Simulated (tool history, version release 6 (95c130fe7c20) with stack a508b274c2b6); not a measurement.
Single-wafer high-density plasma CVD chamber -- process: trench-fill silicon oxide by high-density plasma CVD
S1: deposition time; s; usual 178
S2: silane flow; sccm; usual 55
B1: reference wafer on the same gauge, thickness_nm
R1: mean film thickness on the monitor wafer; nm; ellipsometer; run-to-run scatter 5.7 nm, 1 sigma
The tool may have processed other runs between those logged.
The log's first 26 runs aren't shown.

run,day,S1,S2,B1,R1
27,77.975,178,55,1071.484,989.021
28,80.175,204,52,1069.323,1059.469
29,82.433,178,55,1070.368,980.793
30,85.442,150,47,1069.015,700.941
# day 86.912: silane flow controller replaced
31,88.200,155,44,1069.924,684.534
32,91.392,178,65,1070.031,1165.764
33,94.700,178,46,1070.092,815.620
34,97.821,169,63,1070.040,1061.626
35,99.342,210,49,1069.624,1039.664
36,103.704,165,64,1070.548,1054.576
37,105.383,178,55,1069.348,972.343
38,111.996,202,48,1071.349,964.793
39,115.258,203,62,1070.409,1265.853
40,117.829,178,58,1069.987,1044.123
41,120.421,163,52,1069.258,853.177
42,124.125,152,55,1071.403,847.244
43,125.912,178,55,1070.060,981.518

What if the next run were any one of these 4? Each begins from the tool's condition after run 43:
A,125.929,178,55,?,?
B,125.929,144,44,?,?
C,125.929,200,46,?,?
D,125.929,150,55,?,?

run,B1,R1
A,1070.466,987.955
B,1070.466,639.395
C,1070.466,928.415
D,1070.466,832.546
With no hidden state in the tool, these same runs would have given:
run,R1
A,987.955
B,639.395
C,928.415
D,832.546

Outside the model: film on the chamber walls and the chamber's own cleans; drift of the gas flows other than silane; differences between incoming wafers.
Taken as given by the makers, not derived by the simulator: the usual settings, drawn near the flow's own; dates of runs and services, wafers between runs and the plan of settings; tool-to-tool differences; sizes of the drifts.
